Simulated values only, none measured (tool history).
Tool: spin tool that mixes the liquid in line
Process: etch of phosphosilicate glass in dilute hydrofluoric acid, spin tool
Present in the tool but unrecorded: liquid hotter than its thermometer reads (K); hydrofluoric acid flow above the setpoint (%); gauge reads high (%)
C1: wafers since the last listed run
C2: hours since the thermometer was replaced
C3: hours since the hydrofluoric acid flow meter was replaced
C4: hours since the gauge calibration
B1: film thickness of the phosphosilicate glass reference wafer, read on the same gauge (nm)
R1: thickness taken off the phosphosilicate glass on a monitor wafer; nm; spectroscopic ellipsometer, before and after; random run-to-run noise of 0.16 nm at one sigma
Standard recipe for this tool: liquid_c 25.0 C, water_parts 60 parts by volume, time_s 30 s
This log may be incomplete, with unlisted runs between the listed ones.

{"run": 1, "hour": 0.0, "liquid_c": 25.0, "water_parts": 60, "time_s": 30, "C1": 0, "C2": 1836.3, "C3": 448.2, "C4": 19.0, "B1": 139.93, "R1": 48.32}
{"run": 2, "hour": 28.5, "liquid_c": 25.0, "water_parts": 60, "time_s": 40, "C1": 318, "C2": 1864.8, "C3": 476.7, "C4": 47.5, "B1": 139.96, "R1": 64.43}
{"run": 3, "hour": 63.6, "liquid_c": 25.0, "water_parts": 60, "time_s": 40, "C1": 392, "C2": 1899.9, "C3": 511.8, "C4": 82.6, "B1": 140.06, "R1": 64.82}
{"run": 4, "hour": 81.4, "liquid_c": 25.0, "water_parts": 60, "time_s": 30, "C1": 199, "C2": 1917.7, "C3": 529.6, "C4": 100.4, "B1": 140.07, "R1": 48.87}
{"run": 5, "hour": 107.0, "liquid_c": 25.0, "water_parts": 60, "time_s": 30, "C1": 286, "C2": 1943.3, "C3": 555.2, "C4": 126.0, "B1": 140.19, "R1": 48.47}
{"run": 6, "hour": 131.8, "liquid_c": 25.0, "water_parts": 60, "time_s": 30, "C1": 277, "C2": 1968.1, "C3": 580.0, "C4": 150.8, "B1": 140.3, "R1": 48.52}
{"run": 7, "hour": 152.8, "liquid_c": 25.0, "water_parts": 60, "time_s": 30, "C1": 234, "C2": 1989.1, "C3": 601.0, "C4": 171.8, "B1": 140.43, "R1": 48.48}
{"hour": 209.2, "done": "hydrofluoric acid flow meter replaced"}
{"run": 8, "hour": 250.4, "liquid_c": 25.0, "water_parts": 60, "time_s": 30, "C1": 1080, "C2": 2086.7, "C3": 41.2, "C4": 269.4, "B1": 141.15, "R1": 49.11}
{"hour": 268.5, "done": "gauge calibrated"}
{"run": 9, "hour": 278.4, "liquid_c": 25.0, "water_parts": 60, "time_s": 30, "C1": 313, "C2": 2114.7, "C3": 69.2, "C4": 9.9, "B1": 139.88, "R1": 48.37}
{"run": 10, "hour": 296.6, "liquid_c": 25.0, "water_parts": 60, "time_s": 30, "C1": 203, "C2": 2132.9, "C3": 87.4, "C4": 28.1, "B1": 139.88, "R1": 48.66}
{"hour": 313.8, "done": "thermometer replaced"}
{"run": 11, "hour": 332.6, "liquid_c": 20.5, "water_parts": 60, "time_s": 45, "C1": 391, "C2": 18.8, "C3": 123.4, "C4": 64.1, "B1": 139.93, "R1": 60.21}
{"run": 12, "hour": 363.7, "liquid_c": 25.0, "water_parts": 60, "time_s": 15, "C1": 347, "C2": 49.9, "C3": 154.5, "C4": 95.2, "B1": 140.01, "R1": 24.19}
{"run": 13, "hour": 380.5, "liquid_c": 22.0, "water_parts": 60, "time_s": 35, "C1": 187, "C2": 66.7, "C3": 171.3, "C4": 112.0, "B1": 140.08, "R1": 50.28}
{"run": 14, "hour": 404.5, "liquid_c": 23.5, "water_parts": 70, "time_s": 15, "C1": 268, "C2": 90.7, "C3": 195.3, "C4": 136.0, "B1": 140.2, "R1": 19.28}
{"run": 15, "hour": 421.6, "liquid_c": 20.0, "water_parts": 50, "time_s": 20, "C1": 191, "C2": 107.8, "C3": 212.4, "C4": 153.1, "B1": 140.27, "R1": 32.04}
{"run": 16, "hour": 457.1, "liquid_c": 25.0, "water_parts": 60, "time_s": 30, "C1": 397, "C2": 143.3, "C3": 247.9, "C4": 188.6, "B1": 140.48, "R1": 48.44}
{"run": 17, "hour": 520.5, "liquid_c": 22.0, "water_parts": 60, "time_s": 35, "C1": 709, "C2": 206.7, "C3": 311.3, "C4": 252.0, "B1": 140.9, "R1": 50.15}
{"run": 18, "hour": 532.9, "liquid_c": 20.5, "water_parts": 30, "time_s": 40, "C1": 138, "C2": 219.1, "C3": 323.7, "C4": 264.4, "B1": 141.0, "R1": 112.26}
{"run": 19, "hour": 550.1, "liquid_c": 25.0, "water_parts": 70, "time_s": 20, "C1": 192, "C2": 236.3, "C3": 340.9, "C4": 281.6, "B1": 141.2, "R1": 27.33}
{"run": 20, "hour": 563.4, "liquid_c": 29.0, "water_parts": 60, "time_s": 20, "C1": 148, "C2": 249.6, "C3": 354.2, "C4": 294.9, "B1": 141.33, "R1": 38.13}

Consider 4 possible next runs. They are alternatives, not a sequence: every one starts from the tool as it was left by run 20. What does each give?
{"run": "A", "hour": 563.8, "liquid_c": 25.0, "water_parts": 60, "time_s": 45, "C1": 4, "C2": 250.0, "C3": 354.6, "C4": 295.3, "B1": "?", "R1": "?"}
{"run": "B", "hour": 563.8, "liquid_c": 23.0, "water_parts": 45, "time_s": 30, "C1": 4, "C2": 250.0, "C3": 354.6, "C4": 295.3, "B1": "?", "R1": "?"}
{"run": "C", "hour": 563.8, "liquid_c": 22.5, "water_parts": 45, "time_s": 30, "C1": 4, "C2": 250.0, "C3": 354.6, "C4": 295.3, "B1": "?", "R1": "?"}
{"run": "D", "hour": 563.8, "liquid_c": 25.0, "water_parts": 75, "time_s": 20, "C1": 4, "C2": 250.0, "C3": 354.6, "C4": 295.3, "B1": "?", "R1": "?"}

run=A B1=141.32 R1=73.36
run=B B1=141.32 R1=61.27
run=C B1=141.32 R1=60.01
run=D B1=141.32 R1=25.57
Take away the tool's hidden state, keep each run's random variation, and the runs would have read:
run=A R1=72.67
run=B R1=60.70
run=C R1=59.44
run=D R1=25.33
